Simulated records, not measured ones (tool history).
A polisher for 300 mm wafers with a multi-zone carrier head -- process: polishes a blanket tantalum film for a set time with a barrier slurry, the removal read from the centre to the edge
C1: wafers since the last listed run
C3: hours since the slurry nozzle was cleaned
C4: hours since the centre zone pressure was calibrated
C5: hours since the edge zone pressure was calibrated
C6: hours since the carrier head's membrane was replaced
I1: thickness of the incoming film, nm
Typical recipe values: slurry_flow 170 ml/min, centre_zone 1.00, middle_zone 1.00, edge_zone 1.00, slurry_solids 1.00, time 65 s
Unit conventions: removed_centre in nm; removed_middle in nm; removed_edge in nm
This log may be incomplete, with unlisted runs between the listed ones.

Run 1, hour 0.0: usual settings; C1 0; wafers polished on this pad 2193; C3 501.8; C4 101.9; C5 256.8; C6 882.9; I1 450.8. Result: removed_centre 98.6 nm, removed_middle 93.8 nm, removed_edge 96.2 nm.
At hour 77.1: slurry nozzle cleaned.
Run 2, hour 94.0: usual settings but slurry_flow 200 ml/min, centre_zone 1.04, slurry_solids 0.80, time 83 s; C1 1069; wafers polished on this pad 3263; C3 16.9; C4 195.9; C5 350.8; C6 976.9; I1 445.0. Result: removed_centre 125.7 nm, removed_middle 115.6 nm, removed_edge 118.3 nm.
Run 3, hour 145.5: usual settings but slurry_solids 0.75; C1 592; wafers polished on this pad 3855; C3 68.4; C4 247.4; C5 402.3; C6 1028.4; I1 448.1. Result: removed_centre 88.1 nm, removed_middle 86.2 nm, removed_edge 88.4 nm.
Run 4, hour 214.7: usual settings; C1 795; wafers polished on this pad 4650; C3 137.6; C4 316.6; C5 471.5; C6 1097.6; I1 452.0. Result: removed_centre 98.3 nm, removed_middle 93.6 nm, removed_edge 97.5 nm.
Run 5, hour 258.8: usual settings but centre_zone 1.06, edge_zone 1.11, slurry_solids 1.25; C1 507; wafers polished on this pad 5158; C3 181.7; C4 360.7; C5 515.6; C6 1141.7; I1 446.8. Result: removed_centre 106.0 nm, removed_middle 101.0 nm, removed_edge 110.3 nm.
At hour 276.7: carrier head's membrane replaced by a new one.
At hour 309.3: worn pad replaced by a new one.
Run 6, hour 311.0: usual settings but slurry_solids 0.80; C1 496; wafers polished on this pad 19; C3 233.9; C4 412.9; C5 567.8; C6 34.3; I1 445.4. Result: removed_centre 91.1 nm, removed_middle 88.9 nm, removed_edge 90.1 nm.
At hour 321.0: centre zone pressure recalibrated.
Run 7, hour 365.0: usual settings but time 83 s; C1 597; wafers polished on this pad 617; C3 287.9; C4 44.0; C5 621.8; C6 88.3; I1 450.7. Result: removed_centre 126.5 nm, removed_middle 120.2 nm, removed_edge 122.0 nm.
Run 8, hour 412.5: usual settings; C1 546; wafers polished on this pad 1163; C3 335.4; C4 91.5; C5 669.3; C6 135.8; I1 444.6. Result: removed_centre 101.2 nm, removed_middle 96.2 nm, removed_edge 95.7 nm.
At hour 515.5: edge zone pressure recalibrated.
Run 9, hour 528.4: usual settings but slurry_solids 1.10, time 76 s; C1 1309; wafers polished on this pad 2473; C3 451.3; C4 207.4; C5 12.9; C6 251.7; I1 445.4. Result: removed_centre 117.4 nm, removed_middle 112.0 nm, removed_edge 118.7 nm.
Run 10, hour 578.1: usual settings but middle_zone 1.05, time 46 s; C1 571; wafers polished on this pad 3044; C3 501.0; C4 257.1; C5 62.6; C6 301.4; I1 447.3. Result: removed_centre 71.1 nm, removed_middle 67.9 nm, removed_edge 66.5 nm.
Run 11, hour 634.3: usual settings but time 54 s; C1 646; wafers polished on this pad 3691; C3 557.2; C4 313.3; C5 118.8; C6 357.6; I1 448.4. Result: removed_centre 81.6 nm, removed_middle 79.3 nm, removed_edge 79.8 nm.
Run 12, hour 678.7: usual settings but slurry_flow 210 ml/min; C1 510; wafers polished on this pad 4201; C3 601.6; C4 357.7; C5 163.2; C6 402.0; I1 454.6. Result: removed_centre 103.5 nm, removed_middle 99.0 nm, removed_edge 97.7 nm.
Run 13, hour 717.6: usual settings; C1 447; wafers polished on this pad 4648; C3 640.5; C4 396.6; C5 202.1; C6 440.9; I1 444.7. Result: removed_centre 100.4 nm, removed_middle 94.2 nm, removed_edge 96.8 nm.
At hour 737.2: worn pad replaced by a new one.
Run 14, hour 749.9: usual settings but time 72 s; C1 325; wafers polished on this pad 146; C3 672.8; C4 428.9; C5 234.4; C6 473.2; I1 454.0. Result: removed_centre 109.7 nm, removed_middle 102.6 nm, removed_edge 109.4 nm.
At hour 782.1: slurry nozzle cleaned.
Run 15, hour 804.2: usual settings; C1 612; wafers polished on this pad 759; C3 22.1; C4 483.2; C5 288.7; C6 527.5; I1 450.1. Result: removed_centre 97.4 nm, removed_middle 93.4 nm, removed_edge 96.7 nm.
At hour 830.5: centre zone pressure recalibrated.
Run 16, hour 856.9: usual settings but slurry_flow 125 ml/min, edge_zone 1.11, time 71 s; C1 582; wafers polished on this pad 1342; C3 74.8; C4 26.4; C5 341.4; C6 580.2; I1 450.2. Result: removed_centre 102.7 nm, removed_middle 94.4 nm, removed_edge 105.7 nm.
Run 17, hour 918.8: usual settings but slurry_solids 1.25; C1 711; wafers polished on this pad 2054; C3 136.7; C4 88.3; C5 403.3; C6 642.1; I1 443.5. Result: removed_centre 102.0 nm, removed_middle 100.8 nm, removed_edge 100.7 nm.
Run 18, hour 972.3: usual settings but edge_zone 0.91; C1 615; wafers polished on this pad 2669; C3 190.2; C4 141.8; C5 456.8; C6 695.6; I1 456.5. Result: removed_centre 99.8 nm, removed_middle 94.3 nm, removed_edge 90.5 nm.
Run 19, hour 998.1: usual settings but centre_zone 1.11, slurry_solids 1.25; C1 296; wafers polished on this pad 2965; C3 216.0; C4 167.6; C5 482.6; C6 721.4; I1 454.4. Result: removed_centre 114.5 nm, removed_middle 100.8 nm, removed_edge 103.2 nm.
Run 20, hour 1053.2: usual settings but slurry_flow 200 ml/min, middle_zone 1.08, edge_zone 0.94, time 87 s; C1 633; wafers polished on this pad 3599; C3 271.1; C4 222.7; C5 537.7; C6 776.5; I1 441.7. Result: removed_centre 132.0 nm, removed_middle 136.8 nm, removed_edge 129.1 nm.
Run 21, hour 1103.4: usual settings but slurry_flow 125 ml/min, edge_zone 1.08, slurry_solids 1.25; C1 577; wafers polished on this pad 4176; C3 321.3; C4 272.9; C5 587.9; C6 826.7; I1 446.3. Result: removed_centre 96.8 nm, removed_middle 92.1 nm, removed_edge 102.9 nm.
Run 22, hour 1130.2: usual settings but slurry_flow 135 ml/min, centre_zone 1.05, middle_zone 1.10; C1 308; wafers polished on this pad 4484; C3 348.1; C4 299.7; C5 614.7; C6 853.5; I1 448.7. Result: removed_centre 97.0 nm, removed_middle 97.7 nm, removed_edge 93.3 nm.

Here are 3 independent what-if runs from the current tool condition. What would each one return?
Run A, hour 1130.7: usual settings but slurry_flow 135 ml/min; C1 5; wafers polished on this pad 4490; C3 348.6; C4 300.2; C5 615.2; C6 854.0; I1 454.3. Result: removed_centre ?, removed_middle ?, removed_edge ?.
Run B, hour 1130.7: usual settings but edge_zone 0.88, time 44 s; C1 5; wafers polished on this pad 4490; C3 348.6; C4 300.2; C5 615.2; C6 854.0; I1 454.3. Result: removed_centre ?, removed_middle ?, removed_edge ?.
Run C, hour 1130.7: usual settings but edge_zone 0.93; C1 5; wafers polished on this pad 4490; C3 348.6; C4 300.2; C5 615.2; C6 854.0; I1 454.3. Result: removed_centre ?, removed_middle ?, removed_edge ?.

run  removed_centre  removed_middle  removed_edge
  A            93.4            89.6          93.5
  B            66.8            63.7          61.8
  C            98.7            94.1          93.6
Take away the tool's hidden state, keep each run's random variation, and the runs would have read:
run  removed_centre  removed_middle  removed_edge
  A            93.4            89.6          93.5
  B            66.8            63.7          61.8
  C            98.7            94.1          93.6
